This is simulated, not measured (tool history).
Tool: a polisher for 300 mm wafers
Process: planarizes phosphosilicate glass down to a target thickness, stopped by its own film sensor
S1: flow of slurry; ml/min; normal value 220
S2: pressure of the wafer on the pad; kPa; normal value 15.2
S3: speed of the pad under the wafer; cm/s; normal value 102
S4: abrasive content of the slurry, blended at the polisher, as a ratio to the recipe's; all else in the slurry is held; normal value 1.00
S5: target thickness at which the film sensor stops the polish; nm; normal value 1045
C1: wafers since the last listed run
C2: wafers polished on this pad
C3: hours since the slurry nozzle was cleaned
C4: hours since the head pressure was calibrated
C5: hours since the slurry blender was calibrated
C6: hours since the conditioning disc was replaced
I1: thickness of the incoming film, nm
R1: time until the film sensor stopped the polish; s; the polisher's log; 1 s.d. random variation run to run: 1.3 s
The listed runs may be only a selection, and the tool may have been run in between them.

Run 1, hour 0.0: usual settings; C1 0; C2 375; C3 202.6; C4 111.0; C5 29.3; C6 256.0; I1 1882.2. Result: R1 174.7 s.
At hour 50.0: conditioning disc replaced and pad reconditioned.
Run 2, hour 93.6: usual settings; C1 808; C2 1184; C3 296.2; C4 204.6; C5 122.9; C6 43.6; I1 1826.2. Result: R1 169.0 s.
Run 3, hour 188.6: usual settings; C1 838; C2 2023; C3 391.2; C4 299.6; C5 217.9; C6 138.6; I1 1879.2. Result: R1 186.0 s.
At hour 203.2: slurry nozzle cleaned.
Run 4, hour 238.8: usual settings; C1 434; C2 2457; C3 35.6; C4 349.8; C5 268.1; C6 188.8; I1 1893.2. Result: R1 190.9 s.
At hour 246.1: slurry blender recalibrated.
At hour 276.5: worn pad replaced by a new one.
Run 5, hour 286.1: usual settings; C1 364; C2 84; C3 82.9; C4 397.1; C5 40.0; C6 236.1; I1 1875.6. Result: R1 171.3 s.
Run 6, hour 385.4: usual settings; C1 876; C2 961; C3 182.2; C4 496.4; C5 139.3; C6 335.4; I1 1857.2. Result: R1 175.7 s.
At hour 387.8: conditioning disc replaced and pad reconditioned.
Run 7, hour 460.1: usual settings; C1 641; C2 1603; C3 256.9; C4 571.1; C5 214.0; C6 72.3; I1 1897.5. Result: R1 188.0 s.
Run 8, hour 524.0: usual settings but S4 1.10; C1 564; C2 2167; C3 320.8; C4 635.0; C5 277.9; C6 136.2; I1 1874.3. Result: R1 175.7 s.
At hour 580.3: worn pad replaced by a new one.
Run 9, hour 580.8: usual settings but S4 1.10; C1 466; C2 4; C3 377.6; C4 691.8; C5 334.7; C6 193.0; I1 1851.8. Result: R1 171.1 s.
At hour 583.5: slurry blender recalibrated.
At hour 606.1: slurry nozzle cleaned.
At hour 710.6: conditioning disc replaced and pad reconditioned.
At hour 739.2: head pressure recalibrated.
Run 10, hour 883.1: usual settings but S1 155 ml/min, S3 130 cm/s, S4 0.85; C1 2607; C2 2611; C3 277.0; C4 143.9; C5 299.6; C6 172.5; I1 1863.3. Result: R1 174.2 s.
At hour 887.3: slurry blender recalibrated.
At hour 917.0: worn pad replaced by a new one.
At hour 938.8: slurry nozzle cleaned.
Run 11, hour 951.0: usual settings but S1 290 ml/min, S2 19.3 kPa, S3 138 cm/s, S4 0.80; C1 537; C2 291; C3 12.2; C4 211.8; C5 63.7; C6 240.4; I1 1850.3. Result: R1 114.5 s.
Run 12, hour 1023.5: usual settings but S1 290 ml/min; C1 640; C2 931; C3 84.7; C4 284.3; C5 136.2; C6 312.9; I1 1846.8. Result: R1 171.0 s.
At hour 1031.6: conditioning disc replaced and pad reconditioned.
Run 13, hour 1063.4: usual settings; C1 334; C2 1265; C3 124.6; C4 324.2; C5 176.1; C6 31.8; I1 1857.7. Result: R1 176.4 s.
Run 14, hour 1140.6: usual settings but S3 128 cm/s, S5 1145 nm; C1 681; C2 1947; C3 201.8; C4 401.4; C5 253.3; C6 109.0; I1 1854.0. Result: R1 132.1 s.
At hour 1185.5: slurry blender recalibrated.
Run 15, hour 1206.8: usual settings but S1 265 ml/min, S2 13.1 kPa; C1 566; C2 2514; C3 268.0; C4 467.6; C5 21.3; C6 175.2; I1 1873.1. Result: R1 192.8 s.

For run 16, what comes out?
At hour 1235.8: worn pad replaced by a new one.
Run 16, hour 1277.4: usual settings; C1 588; C2 367; C3 338.6; C4 538.2; C5 91.9; C6 245.8; I1 1831.2. Result: R1 ?.

R1: 169.0 s
Without the tool's hidden state the same run would have given R1 157.3 s.
